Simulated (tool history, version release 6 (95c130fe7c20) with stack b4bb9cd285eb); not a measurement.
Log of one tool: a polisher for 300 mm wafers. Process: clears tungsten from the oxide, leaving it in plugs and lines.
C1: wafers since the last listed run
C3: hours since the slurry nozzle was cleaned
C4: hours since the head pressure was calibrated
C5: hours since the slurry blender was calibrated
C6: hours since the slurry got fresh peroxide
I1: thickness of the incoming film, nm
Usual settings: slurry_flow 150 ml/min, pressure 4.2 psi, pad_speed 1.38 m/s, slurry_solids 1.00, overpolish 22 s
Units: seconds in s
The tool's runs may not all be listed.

run 1 hour=0.0 | slurry_flow=150 pressure=4.2 pad_speed=1.38 slurry_solids=1.00 overpolish=22 | C1=0 wafers_polished_on_this_pad=61 C3=617.6 C4=551.8 C5=73.5 C6=34.0 | I1=554.1 | seconds=73.6
run 2 hour=17.5 | slurry_flow=150 pressure=4.2 pad_speed=1.38 slurry_solids=1.00 overpolish=22 | C1=211 wafers_polished_on_this_pad=272 C3=635.1 C4=569.3 C5=91.0 C6=51.5 | I1=555.4 | seconds=72.9
run 3 hour=27.7 | slurry_flow=150 pressure=5.1 pad_speed=1.38 slurry_solids=1.00 overpolish=22 | C1=122 wafers_polished_on_this_pad=395 C3=645.3 C4=579.5 C5=101.2 C6=61.7 | I1=569.2 | seconds=61.8
run 4 hour=33.8 | slurry_flow=150 pressure=4.2 pad_speed=1.38 slurry_solids=1.20 overpolish=22 | C1=73 wafers_polished_on_this_pad=469 C3=651.4 C4=585.6 C5=107.3 C6=67.8 | I1=555.2 | seconds=69.6
run 5 hour=39.8 | slurry_flow=150 pressure=4.2 pad_speed=1.38 slurry_solids=1.20 overpolish=22 | C1=72 wafers_polished_on_this_pad=541 C3=657.4 C4=591.6 C5=113.3 C6=73.8 | I1=561.3 | seconds=70.2
run 6 hour=55.2 | slurry_flow=150 pressure=4.2 pad_speed=1.38 slurry_solids=1.20 overpolish=22 | C1=185 wafers_polished_on_this_pad=727 C3=672.8 C4=607.0 C5=128.7 C6=89.2 | I1=565.5 | seconds=71.1
run 7 hour=61.8 | slurry_flow=150 pressure=4.2 pad_speed=1.76 slurry_solids=1.00 overpolish=22 | C1=79 wafers_polished_on_this_pad=806 C3=679.4 C4=613.6 C5=135.3 C6=95.8 | I1=565.0 | seconds=57.9
-- hour=65.7 slurry tank refilled with fresh slurry and peroxide
run 8 hour=68.3 | slurry_flow=150 pressure=4.2 pad_speed=1.76 slurry_solids=1.00 overpolish=22 | C1=66 wafers_polished_on_this_pad=873 C3=685.9 C4=620.1 C5=141.8 C6=2.6 | I1=561.7 | seconds=58.1
run 9 hour=74.8 | slurry_flow=150 pressure=4.2 pad_speed=1.76 slurry_solids=1.00 overpolish=22 | C1=78 wafers_polished_on_this_pad=951 C3=692.4 C4=626.6 C5=148.3 C6=9.1 | I1=564.0 | seconds=58.1
run 10 hour=85.9 | slurry_flow=150 pressure=4.2 pad_speed=1.38 slurry_solids=1.00 overpolish=22 | C1=133 wafers_polished_on_this_pad=1085 C3=703.5 C4=637.7 C5=159.4 C6=20.2 | I1=560.5 | seconds=73.2
run 11 hour=94.8 | slurry_flow=150 pressure=4.2 pad_speed=1.38 slurry_solids=1.00 overpolish=22 | C1=107 wafers_polished_on_this_pad=1192 C3=712.4 C4=646.6 C5=168.3 C6=29.1 | I1=561.5 | seconds=73.7
-- hour=98.9 worn pad replaced by a new one
run 12 hour=104.6 | slurry_flow=150 pressure=4.2 pad_speed=1.38 slurry_solids=1.00 overpolish=22 | C1=69 wafers_polished_on_this_pad=68 C3=722.2 C4=656.4 C5=178.1 C6=38.9 | I1=551.0 | seconds=72.5
run 13 hour=112.8 | slurry_flow=200 pressure=3.5 pad_speed=0.96 slurry_solids=1.00 overpolish=34 | C1=98 wafers_polished_on_this_pad=167 C3=730.4 C4=664.6 C5=186.3 C6=47.1 | I1=561.7 | seconds=122.6
-- hour=117.8 slurry blender recalibrated
run 14 hour=125.8 | slurry_flow=150 pressure=4.2 pad_speed=1.38 slurry_solids=1.20 overpolish=22 | C1=132 wafers_polished_on_this_pad=299 C3=743.4 C4=677.6 C5=8.0 C6=60.1 | I1=550.5 | seconds=69.8
-- hour=133.8 slurry nozzle cleaned
-- hour=134.7 head pressure recalibrated
run 15 hour=135.8 | slurry_flow=165 pressure=5.4 pad_speed=1.38 slurry_solids=1.00 overpolish=22 | C1=97 wafers_polished_on_this_pad=396 C3=2.0 C4=1.1 C5=18.0 C6=70.1 | I1=559.5 | seconds=61.8
run 16 hour=143.3 | slurry_flow=185 pressure=3.2 pad_speed=1.38 slurry_solids=1.20 overpolish=30 | C1=90 wafers_polished_on_this_pad=487 C3=9.5 C4=8.6 C5=25.5 C6=77.6 | I1=567.0 | seconds=99.4
run 17 hour=156.5 | slurry_flow=150 pressure=4.2 pad_speed=1.38 slurry_solids=1.00 overpolish=22 | C1=159 wafers_polished_on_this_pad=646 C3=22.7 C4=21.8 C5=38.7 C6=90.8 | I1=571.9 | seconds=81.2
-- hour=160.1 slurry tank refilled with fresh slurry and peroxide
run 18 hour=166.2 | slurry_flow=135 pressure=4.2 pad_speed=1.38 slurry_solids=1.00 overpolish=22 | C1=104 wafers_polished_on_this_pad=751 C3=32.4 C4=31.5 C5=48.4 C6=6.1 | I1=549.8 | seconds=79.4
run 19 hour=184.1 | slurry_flow=125 pressure=4.2 pad_speed=1.52 slurry_solids=1.10 overpolish=22 | C1=215 wafers_polished_on_this_pad=967 C3=50.3 C4=49.4 C5=66.3 C6=24.0 | I1=552.9 | seconds=71.2
-- hour=196.8 worn pad replaced by a new one
run 20 hour=197.3 | slurry_flow=130 pressure=4.2 pad_speed=1.38 slurry_solids=1.00 overpolish=22 | C1=110 wafers_polished_on_this_pad=5 C3=63.5 C4=62.6 C5=79.5 C6=37.2 | I1=564.4 | seconds=81.0
run 21 hour=203.7 | slurry_flow=150 pressure=4.2 pad_speed=1.38 slurry_solids=1.00 overpolish=22 | C1=77 wafers_polished_on_this_pad=82 C3=69.9 C4=69.0 C5=85.9 C6=43.6 | I1=560.2 | seconds=76.9
run 22 hour=216.2 | slurry_flow=135 pressure=4.2 pad_speed=1.62 slurry_solids=1.00 overpolish=22 | C1=150 wafers_polished_on_this_pad=233 C3=82.4 C4=81.5 C5=98.4 C6=56.1 | I1=565.4 | seconds=67.7
run 23 hour=224.9 | slurry_flow=135 pressure=3.0 pad_speed=1.38 slurry_solids=1.00 overpolish=22 | C1=104 wafers_polished_on_this_pad=338 C3=91.1 C4=90.2 C5=107.1 C6=64.8 | I1=563.3 | seconds=110.4
run 24 hour=234.2 | slurry_flow=190 pressure=4.2 pad_speed=1.38 slurry_solids=0.75 overpolish=22 | C1=112 wafers_polished_on_this_pad=450 C3=100.4 C4=99.5 C5=116.4 C6=74.1 | I1=560.6 | seconds=78.1
-- hour=244.9 slurry tank refilled with fresh slurry and peroxide
run 25 hour=245.4 | slurry_flow=110 pressure=4.2 pad_speed=1.84 slurry_solids=0.85 overpolish=22 | C1=122 wafers_polished_on_this_pad=573 C3=111.6 C4=110.7 C5=127.6 C6=0.5 | I1=554.2 | seconds=61.8
run 26 hour=261.1 | slurry_flow=150 pressure=4.6 pad_speed=1.38 slurry_solids=1.00 overpolish=31 | C1=189 wafers_polished_on_this_pad=762 C3=127.3 C4=126.4 C5=143.3 C6=16.2 | I1=559.0 | seconds=69.8

4 ways to go on from here, each from the tool as it stands after run 26. What would each give?
run A hour=261.5 | slurry_flow=150 pressure=4.2 pad_speed=1.38 slurry_solids=1.00 overpolish=22 | C1=4 wafers_polished_on_this_pad=767 C3=127.7 C4=126.8 C5=143.7 C6=16.6 | I1=553.7 | seconds=?
run B hour=261.5 | slurry_flow=150 pressure=4.2 pad_speed=1.22 slurry_solids=1.00 overpolish=22 | C1=4 wafers_polished_on_this_pad=767 C3=127.7 C4=126.8 C5=143.7 C6=16.6 | I1=553.7 | seconds=?
run C hour=261.5 | slurry_flow=150 pressure=4.2 pad_speed=1.70 slurry_solids=1.00 overpolish=22 | C1=4 wafers_polished_on_this_pad=767 C3=127.7 C4=126.8 C5=143.7 C6=16.6 | I1=553.7 | seconds=?
run D hour=261.5 | slurry_flow=150 pressure=4.2 pad_speed=1.38 slurry_solids=0.80 overpolish=13 | C1=4 wafers_polished_on_this_pad=767 C3=127.7 C4=126.8 C5=143.7 C6=16.6 | I1=553.7 | seconds=?

run=A seconds=76.8
run=B seconds=86.9
run=C seconds=62.4
run=D seconds=79.3
Without the tool's hidden state the same runs would have given:
run=A seconds=81.1
run=B seconds=91.8
run=C seconds=65.8
run=D seconds=83.8
